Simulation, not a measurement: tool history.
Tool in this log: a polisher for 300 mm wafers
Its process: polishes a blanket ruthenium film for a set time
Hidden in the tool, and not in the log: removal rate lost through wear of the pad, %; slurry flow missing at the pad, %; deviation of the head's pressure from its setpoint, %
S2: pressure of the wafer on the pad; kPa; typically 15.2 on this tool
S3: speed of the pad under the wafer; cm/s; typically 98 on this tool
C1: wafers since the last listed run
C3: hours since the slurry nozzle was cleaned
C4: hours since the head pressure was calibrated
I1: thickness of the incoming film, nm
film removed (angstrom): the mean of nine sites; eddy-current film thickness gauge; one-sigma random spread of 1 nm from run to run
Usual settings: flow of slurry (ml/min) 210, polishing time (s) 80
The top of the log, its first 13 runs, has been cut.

Run 14, hour 424.6: usual settings but flow of slurry (ml/min) 175, S3 128 cm/s; C1 391; wafers polished on this pad 443; C3 467.6; C4 269.6; I1 591.2. Result: film removed (angstrom) 1330.
Run 15, hour 455: usual settings but S2 12.4 kPa; C1 385; wafers polished on this pad 829; C3 498; C4 300; I1 581.6. Result: film removed (angstrom) 894.
Run 16, hour 471.1: usual settings; C1 204; wafers polished on this pad 1033; C3 514.1; C4 316.1; I1 592.8. Result: film removed (angstrom) 1030.
Run 17, hour 507: usual settings; C1 455; wafers polished on this pad 1488; C3 550; C4 352; I1 592.2. Result: film removed (angstrom) 1030.
At hour 528.8: slurry nozzle cleaned.
Run 18, hour 542.7: usual settings but S3 124 cm/s; C1 440; wafers polished on this pad 1928; C3 13.9; C4 387.7; I1 589.8. Result: film removed (angstrom) 1330.
Run 19, hour 560.8: usual settings; C1 229; wafers polished on this pad 2158; C3 32; C4 405.8; I1 591.6. Result: film removed (angstrom) 1052.
Run 20, hour 587.6: usual settings but flow of slurry (ml/min) 165, S2 18.6 kPa, polishing time (s) 71; C1 339; wafers polished on this pad 2498; C3 58.8; C4 432.6; I1 587.7. Result: film removed (angstrom) 1052.
Run 21, hour 610.7: usual settings but flow of slurry (ml/min) 190, S2 11 kPa, S3 122 cm/s, polishing time (s) 65; C1 293; wafers polished on this pad 2791; C3 81.9; C4 455.7; I1 589. Result: film removed (angstrom) 826.
At hour 628: worn pad replaced by a new one.
Run 22, hour 641.5: usual settings but polishing time (s) 72; C1 339; wafers polished on this pad 171; C3 112.7; C4 486.5; I1 600. Result: film removed (angstrom) 946.
Run 23, hour 676.6: usual settings but flow of slurry (ml/min) 255; C1 445; wafers polished on this pad 616; C3 147.8; C4 521.6; I1 591.2. Result: film removed (angstrom) 1077.
Run 24, hour 710.8: usual settings but flow of slurry (ml/min) 140, S2 13.8 kPa; C1 433; wafers polished on this pad 1050; C3 182; C4 555.8; I1 588.6. Result: film removed (angstrom) 919.
Run 25, hour 731.6: usual settings but S2 12.4 kPa; C1 263; wafers polished on this pad 1314; C3 202.8; C4 576.6; I1 588.8. Result: film removed (angstrom) 914.

Expected results for the next run?
Run 26, hour 759.3: usual settings but polishing time (s) 61; C1 351; wafers polished on this pad 1665; C3 230.5; C4 604.3; I1 588.5. Result: film removed (angstrom) ?.

{"run 26": {"film removed (angstrom)": 800}}
The same run, on a tool lacking any hidden state, would have yielded film removed (angstrom) 800.
